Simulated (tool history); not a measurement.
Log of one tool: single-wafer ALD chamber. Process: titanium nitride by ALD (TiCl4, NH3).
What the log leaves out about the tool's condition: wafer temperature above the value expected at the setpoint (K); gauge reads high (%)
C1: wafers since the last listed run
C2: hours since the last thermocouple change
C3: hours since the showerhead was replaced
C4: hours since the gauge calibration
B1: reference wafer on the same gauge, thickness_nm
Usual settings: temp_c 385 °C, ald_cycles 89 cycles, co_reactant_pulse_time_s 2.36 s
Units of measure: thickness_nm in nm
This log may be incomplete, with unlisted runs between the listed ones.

Run 1, hour 0: usual settings but temp_c 390 °C; C1 0; C2 551.9; C3 3852.4; C4 1254; B1 2.057. Result: thickness_nm 1.891 nm.
Run 2, hour 84.4: usual settings but temp_c 390 °C; C1 196; C2 636.3; C3 3936.8; C4 1338.4; B1 2.056. Result: thickness_nm 1.887 nm.
Run 3, hour 169.7: usual settings; C1 198; C2 721.6; C3 4022.1; C4 1423.7; B1 2.051. Result: thickness_nm 1.877 nm.
Run 4, hour 259.1: usual settings; C1 208; C2 811; C3 4111.5; C4 1513.1; B1 2.049. Result: thickness_nm 1.878 nm.
Run 5, hour 306.2: usual settings; C1 109; C2 858.1; C3 4158.6; C4 1560.2; B1 2.045. Result: thickness_nm 1.864 nm.
Run 6, hour 353.5: usual settings but co_reactant_pulse_time_s 2.62 s; C1 110; C2 905.4; C3 4205.9; C4 1607.5; B1 2.043. Result: thickness_nm 1.883 nm.
Run 7, hour 447.4: usual settings but co_reactant_pulse_time_s 2.62 s; C1 219; C2 999.3; C3 4299.8; C4 1701.4; B1 2.042. Result: thickness_nm 1.878 nm.
Run 8, hour 501.2: usual settings but co_reactant_pulse_time_s 2.62 s; C1 125; C2 1053.1; C3 4353.6; C4 1755.2; B1 2.039. Result: thickness_nm 1.877 nm.
Run 9, hour 570.7: usual settings but temp_c 381 °C; C1 162; C2 1122.6; C3 4423.1; C4 1824.7; B1 2.036. Result: thickness_nm 1.851 nm.
At hour 644.2: gauge calibrated.
Run 10, hour 656.2: usual settings but temp_c 381 °C; C1 199; C2 1208.1; C3 4508.6; C4 12; B1 2.088. Result: thickness_nm 1.905 nm.
Run 11, hour 693.8: usual settings; C1 87; C2 1245.7; C3 4546.2; C4 49.6; B1 2.089. Result: thickness_nm 1.909 nm.
At hour 720: thermocouple changed; heater temperature recalibrated.
Run 12, hour 735.5: usual settings; C1 78; C2 15.5; C3 4587.9; C4 91.3; B1 2.089. Result: thickness_nm 1.903 nm.
Run 13, hour 827.5: usual settings but co_reactant_pulse_time_s 2.91 s; C1 214; C2 107.5; C3 4679.9; C4 183.3; B1 2.087. Result: thickness_nm 1.935 nm.
Run 14, hour 884.7: usual settings but temp_c 395 °C, ald_cycles 96 cycles, co_reactant_pulse_time_s 3.08 s; C1 133; C2 164.7; C3 4737.1; C4 240.5; B1 2.087. Result: thickness_nm 2.105 nm.
Run 15, hour 922: usual settings but temp_c 396 °C, ald_cycles 76 cycles, co_reactant_pulse_time_s 1.44 s; C1 86; C2 202; C3 4774.4; C4 277.8; B1 2.088. Result: thickness_nm 1.575 nm.
Run 16, hour 1018.9: usual settings; C1 226; C2 298.9; C3 4871.3; C4 374.7; B1 2.087. Result: thickness_nm 1.913 nm.
Run 17, hour 1067.8: usual settings but co_reactant_pulse_time_s 1.43 s; C1 114; C2 347.8; C3 4920.2; C4 423.6; B1 2.086. Result: thickness_nm 1.814 nm.
Run 18, hour 1174.3: usual settings; C1 248; C2 454.3; C3 5026.7; C4 530.1; B1 2.087. Result: thickness_nm 1.91 nm.
Run 19, hour 1257.6: usual settings; C1 194; C2 537.6; C3 5110; C4 613.4; B1 2.084. Result: thickness_nm 1.901 nm.
Run 20, hour 1323.8: usual settings but temp_c 399 °C, ald_cycles 80 cycles; C1 154; C2 603.8; C3 5176.2; C4 679.6; B1 2.083. Result: thickness_nm 1.733 nm.
At hour 1377.9: showerhead replaced.
Run 21, hour 1395.4: usual settings but ald_cycles 73 cycles; C1 148; C2 675.4; C3 17.5; C4 751.2; B1 2.084. Result: thickness_nm 1.554 nm.
Run 22, hour 1493.2: usual settings; C1 228; C2 773.2; C3 115.3; C4 849; B1 2.077. Result: thickness_nm 1.895 nm.
Run 23, hour 1555.4: usual settings but temp_c 394 °C, ald_cycles 94 cycles, co_reactant_pulse_time_s 1.52 s; C1 145; C2 835.4; C3 177.5; C4 911.2; B1 2.075. Result: thickness_nm 1.939 nm.
Run 24, hour 1596.1: usual settings; C1 94; C2 876.1; C3 218.2; C4 951.9; B1 2.078. Result: thickness_nm 1.897 nm.
Run 25, hour 1635.1: usual settings but temp_c 391 °C, ald_cycles 106 cycles, co_reactant_pulse_time_s 1.73 s; C1 90; C2 915.1; C3 257.2; C4 990.9; B1 2.074. Result: thickness_nm 2.213 nm.
Run 26, hour 1740.2: usual settings but temp_c 393 °C, co_reactant_pulse_time_s 2.11 s; C1 245; C2 1020.2; C3 362.3; C4 1096; B1 2.073. Result: thickness_nm 1.89 nm.

List, for all runs, the conditions of the tool that the log does not record:
wafer temperature above the value expected at the setpoint (K): 0 at every run
H1: gauge reads high (%)
run       H1
  1    -1.07
  2    -1.21
  3    -1.36
  4    -1.53
  5    -1.62
  6    -1.72
  7    -1.92
  8    -2.03
  9    -2.19
 10    0.428
 11    0.426
 12    0.423
 13    0.406
 14    0.391
 15    0.378
 16    0.338
 17    0.313
 18    0.248
 19    0.186
 20    0.131
 21   0.0655
 22  -0.0351
 23   -0.105
 24   -0.154
 25   -0.203
 26   -0.344
